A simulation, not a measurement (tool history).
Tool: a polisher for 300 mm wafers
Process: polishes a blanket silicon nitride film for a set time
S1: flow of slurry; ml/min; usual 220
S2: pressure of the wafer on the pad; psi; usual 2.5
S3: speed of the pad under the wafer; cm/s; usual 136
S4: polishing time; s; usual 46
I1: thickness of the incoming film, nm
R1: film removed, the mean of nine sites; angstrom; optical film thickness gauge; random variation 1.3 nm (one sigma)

| run | hour | S1 | S2 | S3 | S4 | I1 | R1 |
|---|---|---|---|---|---|---|---|
| 1 | 0.0 | 220 | 2.5 | 136 | 46 | 404.1 | 854 |
| 2 | 31.1 | 220 | 2.5 | 136 | 46 | 397.8 | 803 |
|  | 48.9 | worn pad replaced by a new one |
| 3 | 57.2 | 220 | 2.5 | 136 | 46 | 402.2 | 882 |
| 4 | 80.5 | 220 | 2.5 | 136 | 46 | 399.2 | 849 |
| 5 | 109.1 | 220 | 2.5 | 136 | 46 | 400.6 | 819 |
| 6 | 133.7 | 220 | 2.5 | 136 | 46 | 396.5 | 833 |
| 7 | 151.9 | 220 | 2.5 | 136 | 46 | 406.2 | 817 |
| 8 | 164.3 | 220 | 2.5 | 136 | 46 | 400.3 | 822 |
|  | 184.2 | worn pad replaced by a new one |
| 9 | 188.8 | 220 | 2.5 | 146 | 46 | 393.9 | 932 |
| 10 | 205.4 | 220 | 2.5 | 136 | 35 | 402.7 | 663 |
| 11 | 238.4 | 220 | 2.5 | 136 | 46 | 398.2 | 873 |
| 12 | 256.9 | 160 | 2.0 | 136 | 46 | 395.0 | 668 |
|  | 271.6 | slurry nozzle cleaned |
|  | 274.6 | head pressure recalibrated |
| 13 | 281.4 | 220 | 2.2 | 136 | 46 | 396.6 | 744 |
| 14 | 304.6 | 240 | 3.4 | 178 | 38 | 395.5 | 1110 |
|  | 309.5 | worn pad replaced by a new one |
| 15 | 333.5 | 220 | 3.1 | 158 | 46 | 405.0 | 1179 |

Forecast run 16:
| 16 | 350.4 | 220 | 2.5 | 136 | 31 | 406.9 | ? |

Run 16 gave R1 565 angstrom.
Without the tool's hidden state the same run would have given R1 595 angstrom.
